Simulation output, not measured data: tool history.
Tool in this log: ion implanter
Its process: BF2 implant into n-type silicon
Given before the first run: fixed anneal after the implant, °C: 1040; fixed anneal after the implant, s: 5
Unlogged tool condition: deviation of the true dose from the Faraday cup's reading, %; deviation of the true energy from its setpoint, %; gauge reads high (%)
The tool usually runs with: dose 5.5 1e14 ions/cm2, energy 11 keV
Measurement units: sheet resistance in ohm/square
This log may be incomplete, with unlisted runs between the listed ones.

run,hour,dose,energy,wafers since the last listed run,hours since the last dose calibration,hours since the extraction supply was calibrated,hours since the gauge calibration,"read-back reference wafer on the same gauge, sheet resistance",sheet resistance
1,0,5.5,8,0,821.4,4157.7,58.2,278.61,337.4
# hour 182: Faraday cup replaced and dose calibrated
2,209.7,5.5,8,5049,27.7,4367.4,267.9,280.48,341.8
3,277,5.5,11,1684,95,4434.7,335.2,281.06,304.93
4,336.1,5.5,11,1479,154.1,4493.8,394.3,281.68,305.08
5,396.8,5.5,11,1519,214.8,4554.5,455,282.34,303.98
6,468.6,5.5,11,1797,286.6,4626.3,526.8,282.88,307.7
7,531.3,5.5,11,1569,349.3,4689,589.5,283.22,305.11
# hour 568.1: gauge calibrated
8,573.8,5.5,11,1064,391.8,4731.5,5.7,278.76,302.21
9,645,5.5,11,1782,463,4802.7,76.9,279.46,302.27
10,757,5.97,14.5,2804,575,4914.7,188.9,280.33,262.44
# hour 817.9: extraction supply calibrated
11,822,5.5,11,1427,640,4.1,253.9,280.87,304.48
12,891.4,6.25,14.5,1737,709.4,73.5,323.3,281.5,258.32
13,959.2,6.55,13,1697,777.2,141.3,391.1,282.01,263.86
# hour 1004.3: Faraday cup replaced and dose calibrated
14,1029.7,6.73,14.5,1564,25.4,211.8,461.6,282.73,252.28
15,1095.1,5.5,11,1637,90.8,277.2,527,283.24,305.67
16,1165.1,6.62,11,1752,160.8,347.2,597,283.88,280.6
17,1203.3,5.5,11,956,199,385.4,635.2,284.22,308.08
# hour 1308.3: gauge calibrated
18,1335.1,4.22,11,3299,330.8,517.2,26.8,277.7,347.29

Each row is a separate what-if for the run after 18, all from the same tool condition, not one after another. Results?
A,1335.5,5.5,11,10,331.2,517.6,27.2,?,?
B,1335.5,4.45,11,10,331.2,517.6,27.2,?,?
C,1335.5,6.87,8,10,331.2,517.6,27.2,?,?
D,1335.5,6.79,13.5,10,331.2,517.6,27.2,?,?
E,1335.5,4.66,7.5,10,331.2,517.6,27.2,?,?

run,"read-back reference wafer on the same gauge, sheet resistance",sheet resistance
A,277.44,300.07
B,277.44,335.69
C,277.44,307.63
D,277.44,252.5
E,277.44,373.94
Stripped of hidden state, with their random variation kept, the same runs would have yielded:
run,sheet resistance
A,300.4
B,336.06
C,307.97
D,252.78
E,374.35
